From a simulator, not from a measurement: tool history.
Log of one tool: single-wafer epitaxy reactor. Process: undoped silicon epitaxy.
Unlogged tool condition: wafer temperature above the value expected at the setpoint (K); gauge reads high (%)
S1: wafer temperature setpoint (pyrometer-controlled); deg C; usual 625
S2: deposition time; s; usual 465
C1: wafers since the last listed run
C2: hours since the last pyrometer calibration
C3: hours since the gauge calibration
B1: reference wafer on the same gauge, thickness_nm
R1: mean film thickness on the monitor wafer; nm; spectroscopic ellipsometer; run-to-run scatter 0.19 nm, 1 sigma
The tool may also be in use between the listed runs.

run,hour,S1,S2,C1,C2,C3,B1,R1
1,0,625,465,0,2213.7,269.6,37.387,46.727
2,17.7,625,465,53,2231.4,287.3,37.362,46.464
3,28.3,625,442,31,2242,297.9,37.421,43.686
4,42.5,625,465,42,2256.2,312.1,37.378,46.361
5,54.8,625,465,36,2268.5,324.4,37.405,46.11
6,70.9,625,465,48,2284.6,340.5,37.381,46.109
7,79.3,625,465,25,2293,348.9,37.35,46.377
8,86.4,625,465,21,2300.1,356,37.411,46.472
9,94.3,620,465,23,2308,363.9,37.422,41.441
10,106.6,625,426,36,2320.3,376.2,37.408,42.575
# hour 113.6: gauge calibrated
11,157.9,625,426,153,2371.6,44.3,37.378,42.262
12,164.8,625,514,20,2378.5,51.2,37.461,51.052
13,182.6,625,514,53,2396.3,69,37.395,51.356
# hour 192.4: pyrometer calibrated
14,192.9,635,540,6,0.5,79.3,37.415,65.923
15,217.1,630,518,72,24.7,103.5,37.387,57.147
16,232.3,625,465,45,39.9,118.7,37.425,46.056
17,242.7,630,465,31,50.3,129.1,37.393,51.105
18,260.4,636,532,53,68,146.8,37.413,65.946
19,270.8,625,426,31,78.4,157.2,37.362,41.952
20,282.5,633,465,35,90.1,168.9,37.392,54.758
21,289.7,617,465,21,97.3,176.1,37.427,39.318
22,306.8,625,465,51,114.4,193.2,37.4,46.532
23,321.3,616,531,43,128.9,207.7,37.393,43.498
24,336.5,616,531,45,144.1,222.9,37.416,43.781
25,349,636,465,37,156.6,235.4,37.372,58.204
26,355.8,625,465,20,163.4,242.2,37.406,46.274
27,369.1,630,420,39,176.7,255.5,37.439,46.466

Predict each of these 3 candidate next runs independently; none follows another, all start after run 27:
A,369.6,625,538,1,177.2,256,?,?
B,369.6,639,465,1,177.2,256,?,?
C,369.6,617,414,1,177.2,256,?,?

run,B1,R1
A,37.389,53.514
B,37.389,61.632
C,37.389,34.822
Take away the tool's hidden state, keep each run's random variation, and the runs would have read:
run,R1
A,53.514
B,61.632
C,34.822
